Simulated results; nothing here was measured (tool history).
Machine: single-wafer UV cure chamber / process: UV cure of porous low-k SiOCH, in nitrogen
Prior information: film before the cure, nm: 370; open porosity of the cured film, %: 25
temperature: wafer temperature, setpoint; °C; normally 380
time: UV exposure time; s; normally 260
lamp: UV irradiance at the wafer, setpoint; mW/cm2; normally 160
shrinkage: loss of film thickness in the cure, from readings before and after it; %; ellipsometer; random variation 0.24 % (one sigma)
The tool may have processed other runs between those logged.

run     day  temperature  time  lamp  shrinkage
  1       0          390   260   170     14.739
  2   3.829          390   260   170     14.093
  3   5.767          380   260   160     13.444
  4   9.096          380   260   160     13.779
  5  10.858          380   260   160      14.07
  6  14.183          380   260   160     14.218
  7  17.354          380   260   160     14.006
  8  20.017          380   260   160     13.727
      21.75  -- quartz window cleaned
  9  23.533          380   260   180     14.417
 10  25.608          380   260   180     13.778
 11  27.404          380   260   180     14.408
 12  34.483          380   260   160     13.689
 13  38.654          380   260   160     13.151
     39.962  -- quartz window cleaned
 14  40.479          380   370   160     15.036
     42.429  -- UV bulbs replaced
 15  42.729          380   360   182     15.787
 16  44.592          380   260   160     13.639
 17  48.754          380   260   160     14.038
 18  51.712          396   135   190      11.77
 19  53.321          380   185   160     12.196
 20  55.542          368   215   137     12.064
 21  58.383          380   260   175     14.047
      61.75  -- quartz window cleaned
 22  61.992          374   345   160     14.506
 23  65.492          380   390   141     15.319
 24  68.962          368   260   160     13.434
 25  72.867          391   260   126     12.713
 26  76.725          400   125   196      11.69

5 options for the next run, each taken on its own from the tool as it stands now. Forecast them:
  A  76.746          380   260   160          ?
  B  76.746          380   305   160          ?
  C  76.746          364   260   160          ?
  D  76.746          380   415   160          ?
  E  76.746          380   355   137          ?

run  shrinkage
  A      13.67
  B     14.398
  C     13.367
  D     15.812
  E     14.382
The same runs, with their run-to-run variation unchanged, on a tool lacking any hidden condition would have given:
run  shrinkage
  A      13.67
  B     14.398
  C     13.367
  D     15.812
  E     14.382

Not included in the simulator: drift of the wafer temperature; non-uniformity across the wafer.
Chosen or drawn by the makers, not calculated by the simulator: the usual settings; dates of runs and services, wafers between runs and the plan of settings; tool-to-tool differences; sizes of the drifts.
